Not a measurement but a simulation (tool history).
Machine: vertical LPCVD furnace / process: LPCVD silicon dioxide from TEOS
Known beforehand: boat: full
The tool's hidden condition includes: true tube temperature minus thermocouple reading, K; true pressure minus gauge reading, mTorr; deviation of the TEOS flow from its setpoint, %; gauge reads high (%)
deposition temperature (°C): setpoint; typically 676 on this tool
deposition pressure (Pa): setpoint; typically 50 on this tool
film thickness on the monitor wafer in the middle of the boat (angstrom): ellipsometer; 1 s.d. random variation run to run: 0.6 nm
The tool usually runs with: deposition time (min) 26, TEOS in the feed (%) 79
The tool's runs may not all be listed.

run,hour,deposition temperature (°C),deposition pressure (Pa),deposition time (min),TEOS in the feed (%),wafers since the last listed run,hours since the last temperature calibration,hours since the pressure gauge was zeroed,hours since the TEOS flow controller was replaced,hours since the gauge calibration,"read-back reference wafer on the same gauge, thickness",film thickness on the monitor wafer in the middle of the boat (angstrom)
1,0,676,58.7,26,79,0,953.8,4142.3,5938.7,757.1,119,1452.1
2,62.4,676,58.7,26,79,972,1016.2,4204.7,6001.1,819.5,119.27,1457.7
3,112.5,676,58.7,26,79,780,1066.3,4254.8,6051.2,869.6,119.02,1463.7
# hour 142.2: pressure gauge zeroed
4,156.7,676,50,26,79,314,1110.5,14.5,6095.4,913.8,119.01,1345.5
5,180.7,676,50,26,79,373,1134.5,38.5,6119.4,937.8,119.23,1342.3
6,239,676,50,26,79,908,1192.8,96.8,6177.7,996.1,119.11,1354.5
7,299.8,676,58,26,79,947,1253.6,157.6,6238.5,1056.9,119.24,1455.8
8,361.5,676,58,26,79,961,1315.3,219.3,6300.2,1118.6,118.98,1457.7
9,415,676,58,26,79,833,1368.8,272.8,6353.7,1172.1,119.01,1455.7
# hour 481.3: TEOS flow controller replaced
10,481.8,676,50,26,79,666,1435.6,339.6,0.5,1238.9,118.95,1341.6
11,527.1,676,50,36.5,79,705,1480.9,384.9,45.8,1284.2,118.84,1900.6
# hour 553.7: gauge calibrated
12,555.9,679,50,26,79,448,1509.7,413.7,74.6,2.2,119.1,1456.4
13,590.5,687,50,16,79,538,1544.3,448.3,109.2,36.8,119.09,1087
14,654.5,671,38,31,69,996,1608.3,512.3,173.2,100.8,119.04,1173.7
15,679.2,666,50,29.5,79,384,1633,537,197.9,125.5,119.02,1200.3
16,711.5,684,58,26,79,503,1665.3,569.3,230.2,157.8,118.88,1770

Run 17 is up next; what results do you expect?
17,746.5,668,50,26,66,545,1700.3,604.3,265.2,192.8,?,?

{"run 17": {"read-back reference wafer on the same gauge, thickness": 119.18, "film thickness on the monitor wafer in the middle of the boat (angstrom)": 1016.9}}
On a tool with no hidden condition, and with the same random variation, this run would have come out at film thickness on the monitor wafer in the middle of the boat (angstrom) 993.1.
